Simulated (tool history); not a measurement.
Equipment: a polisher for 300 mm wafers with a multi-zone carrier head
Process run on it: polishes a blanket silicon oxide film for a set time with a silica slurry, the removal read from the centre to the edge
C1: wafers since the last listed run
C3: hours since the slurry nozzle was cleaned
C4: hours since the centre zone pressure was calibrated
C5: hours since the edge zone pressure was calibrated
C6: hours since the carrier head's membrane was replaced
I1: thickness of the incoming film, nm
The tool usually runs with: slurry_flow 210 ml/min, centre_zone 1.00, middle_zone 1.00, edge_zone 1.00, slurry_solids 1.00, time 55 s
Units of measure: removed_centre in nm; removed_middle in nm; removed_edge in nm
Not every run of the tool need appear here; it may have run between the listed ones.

{"run": 1, "hour": 0.0, "slurry_flow": 210, "centre_zone": 1.0, "middle_zone": 1.0, "edge_zone": 1.0, "slurry_solids": 1.0, "time": 55, "C1": 0, "wafers polished on this pad": 387, "C3": 656.1, "C4": 1292.7, "C5": 930.9, "C6": 978.9, "I1": 1409.3, "removed_centre": 191.0, "removed_middle": 189.1, "removed_edge": 200.8}
{"run": 2, "hour": 11.0, "slurry_flow": 210, "centre_zone": 1.0, "middle_zone": 1.0, "edge_zone": 1.0, "slurry_solids": 1.0, "time": 55, "C1": 76, "wafers polished on this pad": 463, "C3": 667.1, "C4": 1303.7, "C5": 941.9, "C6": 989.9, "I1": 1422.4, "removed_centre": 190.5, "removed_middle": 192.9, "removed_edge": 199.9}
{"run": 3, "hour": 17.3, "slurry_flow": 210, "centre_zone": 1.0, "middle_zone": 1.0, "edge_zone": 1.0, "slurry_solids": 1.0, "time": 55, "C1": 43, "wafers polished on this pad": 507, "C3": 673.4, "C4": 1310.0, "C5": 948.2, "C6": 996.2, "I1": 1412.8, "removed_centre": 192.5, "removed_middle": 189.4, "removed_edge": 196.6}
{"run": 4, "hour": 29.9, "slurry_flow": 210, "centre_zone": 1.0, "middle_zone": 1.0, "edge_zone": 1.0, "slurry_solids": 1.0, "time": 55, "C1": 87, "wafers polished on this pad": 595, "C3": 686.0, "C4": 1322.6, "C5": 960.8, "C6": 1008.8, "I1": 1417.6, "removed_centre": 193.7, "removed_middle": 190.7, "removed_edge": 195.0}
{"run": 5, "hour": 47.2, "slurry_flow": 210, "centre_zone": 1.0, "middle_zone": 1.0, "edge_zone": 0.91, "slurry_solids": 1.0, "time": 55, "C1": 120, "wafers polished on this pad": 715, "C3": 703.3, "C4": 1339.9, "C5": 978.1, "C6": 1026.1, "I1": 1388.8, "removed_centre": 185.9, "removed_middle": 191.1, "removed_edge": 186.6}
{"hour": 51.8, "done": "worn pad replaced by a new one"}
{"run": 6, "hour": 54.3, "slurry_flow": 210, "centre_zone": 1.0, "middle_zone": 1.0, "edge_zone": 0.91, "slurry_solids": 1.0, "time": 55, "C1": 21, "wafers polished on this pad": 17, "C3": 710.4, "C4": 1347.0, "C5": 985.2, "C6": 1033.2, "I1": 1418.1, "removed_centre": 199.6, "removed_middle": 206.1, "removed_edge": 195.5}
{"run": 7, "hour": 63.0, "slurry_flow": 210, "centre_zone": 1.0, "middle_zone": 1.07, "edge_zone": 1.0, "slurry_solids": 1.0, "time": 55, "C1": 60, "wafers polished on this pad": 77, "C3": 719.1, "C4": 1355.7, "C5": 993.9, "C6": 1041.9, "I1": 1413.2, "removed_centre": 198.3, "removed_middle": 209.4, "removed_edge": 209.2}
{"hour": 78.9, "done": "slurry nozzle cleaned"}
{"run": 8, "hour": 80.0, "slurry_flow": 210, "centre_zone": 1.0, "middle_zone": 1.07, "edge_zone": 1.0, "slurry_solids": 1.0, "time": 55, "C1": 111, "wafers polished on this pad": 188, "C3": 1.1, "C4": 1372.7, "C5": 1010.9, "C6": 1058.9, "I1": 1381.9, "removed_centre": 194.4, "removed_middle": 202.8, "removed_edge": 204.3}
{"hour": 90.5, "done": "edge zone pressure recalibrated"}
{"run": 9, "hour": 91.4, "slurry_flow": 210, "centre_zone": 1.0, "middle_zone": 1.07, "edge_zone": 1.0, "slurry_solids": 1.0, "time": 55, "C1": 65, "wafers polished on this pad": 254, "C3": 12.5, "C4": 1384.1, "C5": 0.9, "C6": 1070.3, "I1": 1399.8, "removed_centre": 191.3, "removed_middle": 201.8, "removed_edge": 202.8}
{"run": 10, "hour": 101.3, "slurry_flow": 210, "centre_zone": 1.0, "middle_zone": 1.0, "edge_zone": 1.0, "slurry_solids": 1.0, "time": 55, "C1": 68, "wafers polished on this pad": 322, "C3": 22.4, "C4": 1394.0, "C5": 10.8, "C6": 1080.2, "I1": 1412.9, "removed_centre": 189.9, "removed_middle": 192.5, "removed_edge": 195.9}
{"run": 11, "hour": 117.3, "slurry_flow": 210, "centre_zone": 1.0, "middle_zone": 1.0, "edge_zone": 1.0, "slurry_solids": 1.0, "time": 55, "C1": 111, "wafers polished on this pad": 434, "C3": 38.4, "C4": 1410.0, "C5": 26.8, "C6": 1096.2, "I1": 1412.4, "removed_centre": 189.0, "removed_middle": 191.2, "removed_edge": 198.5}
{"run": 12, "hour": 127.8, "slurry_flow": 180, "centre_zone": 1.0, "middle_zone": 1.0, "edge_zone": 1.0, "slurry_solids": 0.7, "time": 55, "C1": 72, "wafers polished on this pad": 507, "C3": 48.9, "C4": 1420.5, "C5": 37.3, "C6": 1106.7, "I1": 1412.6, "removed_centre": 158.8, "removed_middle": 160.3, "removed_edge": 165.1}
{"run": 13, "hour": 135.6, "slurry_flow": 265, "centre_zone": 1.12, "middle_zone": 1.0, "edge_zone": 0.89, "slurry_solids": 1.0, "time": 43, "C1": 54, "wafers polished on this pad": 561, "C3": 56.7, "C4": 1428.3, "C5": 45.1, "C6": 1114.5, "I1": 1402.4, "removed_centre": 168.9, "removed_middle": 154.3, "removed_edge": 150.5}
{"hour": 146.7, "done": "centre zone pressure recalibrated"}
{"hour": 156.7, "done": "worn pad replaced by a new one"}
{"run": 14, "hour": 157.2, "slurry_flow": 250, "centre_zone": 1.0, "middle_zone": 1.0, "edge_zone": 1.0, "slurry_solids": 1.0, "time": 45, "C1": 108, "wafers polished on this pad": 3, "C3": 78.3, "C4": 10.5, "C5": 66.7, "C6": 1136.1, "I1": 1402.3, "removed_centre": 169.5, "removed_middle": 170.7, "removed_edge": 173.3}
{"run": 15, "hour": 161.4, "slurry_flow": 210, "centre_zone": 1.0, "middle_zone": 1.0, "edge_zone": 1.0, "slurry_solids": 1.0, "time": 55, "C1": 29, "wafers polished on this pad": 32, "C3": 82.5, "C4": 14.7, "C5": 70.9, "C6": 1140.3, "I1": 1406.7, "removed_centre": 201.2, "removed_middle": 202.6, "removed_edge": 205.7}
{"run": 16, "hour": 174.4, "slurry_flow": 210, "centre_zone": 1.0, "middle_zone": 0.96, "edge_zone": 0.89, "slurry_solids": 1.0, "time": 55, "C1": 90, "wafers polished on this pad": 122, "C3": 95.5, "C4": 27.7, "C5": 83.9, "C6": 1153.3, "I1": 1403.0, "removed_centre": 193.6, "removed_middle": 191.9, "removed_edge": 196.1}
{"hour": 181.0, "done": "carrier head's membrane replaced by a new one"}
{"run": 17, "hour": 184.9, "slurry_flow": 210, "centre_zone": 1.07, "middle_zone": 1.0, "edge_zone": 1.0, "slurry_solids": 0.85, "time": 55, "C1": 38, "wafers polished on this pad": 161, "C3": 106.0, "C4": 38.2, "C5": 94.4, "C6": 3.9, "I1": 1408.2, "removed_centre": 191.7, "removed_middle": 179.7, "removed_edge": 187.5}
{"run": 18, "hour": 197.9, "slurry_flow": 210, "centre_zone": 1.0, "middle_zone": 1.0, "edge_zone": 1.0, "slurry_solids": 1.0, "time": 55, "C1": 90, "wafers polished on this pad": 251, "C3": 119.0, "C4": 51.2, "C5": 107.4, "C6": 16.9, "I1": 1417.7, "removed_centre": 193.3, "removed_middle": 194.1, "removed_edge": 202.7}
{"run": 19, "hour": 206.5, "slurry_flow": 210, "centre_zone": 0.89, "middle_zone": 1.0, "edge_zone": 1.0, "slurry_solids": 1.0, "time": 55, "C1": 59, "wafers polished on this pad": 311, "C3": 127.6, "C4": 59.8, "C5": 116.0, "C6": 25.5, "I1": 1406.7, "removed_centre": 176.2, "removed_middle": 193.6, "removed_edge": 198.9}
{"run": 20, "hour": 220.7, "slurry_flow": 210, "centre_zone": 1.0, "middle_zone": 1.0, "edge_zone": 1.0, "slurry_solids": 1.0, "time": 55, "C1": 98, "wafers polished on this pad": 410, "C3": 141.8, "C4": 74.0, "C5": 130.2, "C6": 39.7, "I1": 1427.6, "removed_centre": 190.9, "removed_middle": 189.9, "removed_edge": 195.0}
{"run": 21, "hour": 230.9, "slurry_flow": 210, "centre_zone": 1.0, "middle_zone": 1.0, "edge_zone": 1.0, "slurry_solids": 1.0, "time": 42, "C1": 70, "wafers polished on this pad": 480, "C3": 152.0, "C4": 84.2, "C5": 140.4, "C6": 49.9, "I1": 1399.7, "removed_centre": 145.0, "removed_middle": 147.7, "removed_edge": 150.3}

Consider 3 possible next runs. They are alternatives, not a sequence: every one starts from the tool as it was left by run 21. What does each give?
{"run": "A", "hour": 231.3, "slurry_flow": 210, "centre_zone": 1.05, "middle_zone": 1.0, "edge_zone": 1.0, "slurry_solids": 1.0, "time": 55, "C1": 2, "wafers polished on this pad": 483, "C3": 152.4, "C4": 84.6, "C5": 140.8, "C6": 50.3, "I1": 1396.0, "removed_centre": "?", "removed_middle": "?", "removed_edge": "?"}
{"run": "B", "hour": 231.3, "slurry_flow": 210, "centre_zone": 1.0, "middle_zone": 1.0, "edge_zone": 1.0, "slurry_solids": 1.0, "time": 68, "C1": 2, "wafers polished on this pad": 483, "C3": 152.4, "C4": 84.6, "C5": 140.8, "C6": 50.3, "I1": 1396.0, "removed_centre": "?", "removed_middle": "?", "removed_edge": "?"}
{"run": "C", "hour": 231.3, "slurry_flow": 210, "centre_zone": 0.96, "middle_zone": 1.0, "edge_zone": 1.0, "slurry_solids": 1.0, "time": 55, "C1": 2, "wafers polished on this pad": 483, "C3": 152.4, "C4": 84.6, "C5": 140.8, "C6": 50.3, "I1": 1396.0, "removed_centre": "?", "removed_middle": "?", "removed_edge": "?"}

run=A removed_centre=195.7 removed_middle=188.7 removed_edge=196.4
run=B removed_centre=231.9 removed_middle=233.3 removed_edge=242.8
run=C removed_centre=181.1 removed_middle=188.8 removed_edge=196.4
What these runs would have given with no unlogged condition in the tool:
run=A removed_centre=207.8 removed_middle=200.4 removed_edge=208.6
run=B removed_centre=246.2 removed_middle=247.8 removed_edge=257.9
run=C removed_centre=192.3 removed_middle=200.4 removed_edge=208.6

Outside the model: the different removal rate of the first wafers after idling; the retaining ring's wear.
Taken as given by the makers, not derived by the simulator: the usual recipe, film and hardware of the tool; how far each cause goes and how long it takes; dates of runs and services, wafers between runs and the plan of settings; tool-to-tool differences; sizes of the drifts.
